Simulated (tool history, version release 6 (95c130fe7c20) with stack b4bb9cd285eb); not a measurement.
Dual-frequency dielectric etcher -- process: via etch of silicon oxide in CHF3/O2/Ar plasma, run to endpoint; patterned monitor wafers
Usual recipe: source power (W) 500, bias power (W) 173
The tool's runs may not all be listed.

| run | hour | source power (W) | bias power (W) | incoming incoming film thickness, nm | endpoint time (s) |
|---|---|---|---|---|---|
| 1 | 0.0 | 500 | 173 | 401.9 | 237.1 |
| 2 | 12.4 | 500 | 173 | 405.8 | 239.2 |
| 3 | 25.6 | 500 | 173 | 402.9 | 236.6 |
| 4 | 38.3 | 500 | 173 | 404.9 | 238.7 |
| 5 | 52.6 | 580 | 173 | 402.9 | 225.5 |
| 6 | 68.1 | 440 | 201 | 405.1 | 231.3 |
|  | 102.7 | upper electrode replaced |
|  | 105.0 | wet clean of the chamber |
|  | 106.5 | source power generator calibrated |
| 7 | 107.0 | 500 | 173 | 406.8 | 249.6 |
| 8 | 107.4 | 450 | 161 | 405.9 | 266.6 |
|  | 113.1 | bias power generator calibrated |
| 9 | 113.6 | 500 | 173 | 403.7 | 247.6 |
| 10 | 119.1 | 500 | 131 | 408.3 | 285.7 |
| 11 | 135.1 | 600 | 158 | 404.4 | 242.5 |
| 12 | 147.4 | 600 | 216 | 407.4 | 212.6 |
| 13 | 155.6 | 500 | 173 | 408.0 | 250.3 |
| 14 | 163.1 | 500 | 173 | 405.8 | 248.0 |

3 ways to go on from here, each from the tool as it stands after run 14. What would each give?
| A | 163.6 | 390 | 173 | 407.2 | ? |
| B | 163.6 | 500 | 156 | 407.2 | ? |
| C | 163.6 | 430 | 153 | 407.2 | ? |

| run | endpoint time (s) |
|---|---|
| A | 270.3 |
| B | 261.9 |
| C | 277.4 |
With no hidden state in the tool, these same runs would have given:
| run | endpoint time (s) |
|---|---|
| A | 271.1 |
| B | 262.7 |
| C | 278.3 |
